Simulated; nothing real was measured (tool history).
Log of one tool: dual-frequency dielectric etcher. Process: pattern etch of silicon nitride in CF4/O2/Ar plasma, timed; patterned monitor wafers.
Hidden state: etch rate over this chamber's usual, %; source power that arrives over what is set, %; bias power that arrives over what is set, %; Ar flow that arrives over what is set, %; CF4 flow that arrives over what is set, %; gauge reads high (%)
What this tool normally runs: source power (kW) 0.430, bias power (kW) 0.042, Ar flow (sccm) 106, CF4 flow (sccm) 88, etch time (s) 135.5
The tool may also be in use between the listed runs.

| run | hour | source power (kW) | bias power (kW) | Ar flow (sccm) | CF4 flow (sccm) | etch time (s) | wafers since the last listed run | hours since the last wet clean | hours since the last source power generator calibration | hours since the last bias power generator calibration | hours since the last Ar flow controller change | hours since the last CF4 flow controller change | hours since the last upper electrode change | hours since the gauge calibration | read-back reference wafer on the same gauge, depth_nm | mean etch depth across the wafer (nm) |
|---|---|---|---|---|---|---|---|---|---|---|---|---|---|---|---|---|
| 1 | 0.0 | 0.430 | 0.042 | 106 | 88 | 135.5 | 0 | 314.8 | 250.2 | 326.8 | 2139.8 | 61.8 | 5057.6 | 1147.4 | 186.9 | 229.8 |
| 2 | 23.8 | 0.430 | 0.042 | 93 | 108 | 135.5 | 125 | 338.6 | 274.0 | 350.6 | 2163.6 | 85.6 | 5081.4 | 1171.2 | 187.1 | 238.9 |
|  | 47.1 | Ar flow controller replaced |
| 3 | 58.0 | 0.510 | 0.034 | 106 | 94 | 135.5 | 148 | 372.8 | 308.2 | 384.8 | 10.9 | 119.8 | 5115.6 | 1205.4 | 187.3 | 243.0 |
| 4 | 74.1 | 0.430 | 0.033 | 106 | 88 | 108.0 | 84 | 388.9 | 324.3 | 400.9 | 27.0 | 135.9 | 5131.7 | 1221.5 | 187.1 | 165.1 |
| 5 | 103.7 | 0.430 | 0.049 | 106 | 88 | 145.5 | 156 | 418.5 | 353.9 | 430.5 | 56.6 | 165.5 | 5161.3 | 1251.1 | 187.2 | 261.9 |
| 6 | 117.5 | 0.430 | 0.038 | 106 | 88 | 99.0 | 72 | 432.3 | 367.7 | 444.3 | 70.4 | 179.3 | 5175.1 | 1264.9 | 187.4 | 159.5 |
| 7 | 131.4 | 0.430 | 0.048 | 106 | 88 | 135.5 | 73 | 446.2 | 381.6 | 458.2 | 84.3 | 193.2 | 5189.0 | 1278.8 | 187.3 | 245.1 |
|  | 168.8 | upper electrode replaced |
| 8 | 198.4 | 0.430 | 0.042 | 125 | 88 | 135.5 | 226 | 513.2 | 448.6 | 525.2 | 151.3 | 260.2 | 29.6 | 1345.8 | 187.1 | 223.4 |
| 9 | 218.2 | 0.520 | 0.042 | 127 | 88 | 172.5 | 104 | 533.0 | 468.4 | 545.0 | 171.1 | 280.0 | 49.4 | 1365.6 | 187.2 | 328.6 |
|  | 230.0 | gauge calibrated |
|  | 252.7 | wet clean of the chamber |
| 10 | 253.2 | 0.430 | 0.042 | 106 | 88 | 135.5 | 57 | 0.5 | 503.4 | 580.0 | 206.1 | 315.0 | 84.4 | 23.2 | 187.0 | 230.3 |
| 11 | 270.9 | 0.430 | 0.042 | 106 | 88 | 135.5 | 93 | 18.2 | 521.1 | 597.7 | 223.8 | 332.7 | 102.1 | 40.9 | 187.2 | 228.2 |
| 12 | 293.6 | 0.430 | 0.042 | 99 | 108 | 135.5 | 119 | 40.9 | 543.8 | 620.4 | 246.5 | 355.4 | 124.8 | 63.6 | 187.2 | 237.1 |
| 13 | 328.3 | 0.430 | 0.033 | 106 | 88 | 108.0 | 182 | 75.6 | 578.5 | 655.1 | 281.2 | 390.1 | 159.5 | 98.3 | 187.3 | 164.0 |
| 14 | 347.1 | 0.430 | 0.032 | 121 | 79 | 146.0 | 99 | 94.4 | 597.3 | 673.9 | 300.0 | 408.9 | 178.3 | 117.1 | 187.1 | 210.0 |
| 15 | 373.3 | 0.430 | 0.042 | 106 | 101 | 135.5 | 138 | 120.6 | 623.5 | 700.1 | 326.2 | 435.1 | 204.5 | 143.3 | 187.0 | 234.8 |
| 16 | 407.0 | 0.430 | 0.042 | 120 | 88 | 160.0 | 177 | 154.3 | 657.2 | 733.8 | 359.9 | 468.8 | 238.2 | 177.0 | 187.2 | 266.1 |
| 17 | 430.9 | 0.430 | 0.042 | 106 | 88 | 135.5 | 125 | 178.2 | 681.1 | 757.7 | 383.8 | 492.7 | 262.1 | 200.9 | 186.9 | 230.1 |
| 18 | 450.0 | 0.430 | 0.042 | 106 | 88 | 135.5 | 100 | 197.3 | 700.2 | 776.8 | 402.9 | 511.8 | 281.2 | 220.0 | 186.6 | 229.0 |
| 19 | 463.2 | 0.430 | 0.051 | 125 | 70 | 151.0 | 69 | 210.5 | 713.4 | 790.0 | 416.1 | 525.0 | 294.4 | 233.2 | 186.9 | 261.8 |
| 20 | 498.7 | 0.510 | 0.050 | 91 | 88 | 123.5 | 187 | 246.0 | 748.9 | 825.5 | 451.6 | 560.5 | 329.9 | 268.7 | 187.0 | 267.5 |

Each row is a separate what-if for the run after 20, all from the same tool condition, not one after another. Results?
| A | 499.2 | 0.430 | 0.042 | 84 | 88 | 135.5 | 2 | 246.5 | 749.4 | 826.0 | 452.1 | 561.0 | 330.4 | 269.2 | ? | ? |
| B | 499.2 | 0.510 | 0.033 | 87 | 69 | 135.5 | 2 | 246.5 | 749.4 | 826.0 | 452.1 | 561.0 | 330.4 | 269.2 | ? | ? |
| C | 499.2 | 0.500 | 0.042 | 106 | 96 | 135.5 | 2 | 246.5 | 749.4 | 826.0 | 452.1 | 561.0 | 330.4 | 269.2 | ? | ? |
| D | 499.2 | 0.430 | 0.042 | 106 | 107 | 135.5 | 2 | 246.5 | 749.4 | 826.0 | 452.1 | 561.0 | 330.4 | 269.2 | ? | ? |
| E | 499.2 | 0.430 | 0.046 | 98 | 88 | 135.5 | 2 | 246.5 | 749.4 | 826.0 | 452.1 | 561.0 | 330.4 | 269.2 | ? | ? |

| run | read-back reference wafer on the same gauge, depth_nm | mean etch depth across the wafer (nm) |
|---|---|---|
| A | 187.1 | 239.4 |
| B | 187.1 | 242.1 |
| C | 187.1 | 259.4 |
| D | 187.1 | 231.7 |
| E | 187.1 | 240.6 |
What these runs would have given with no unlogged condition in the tool:
| run | mean etch depth across the wafer (nm) |
|---|---|
| A | 239.4 |
| B | 242.1 |
| C | 259.4 |
| D | 231.7 |
| E | 240.6 |
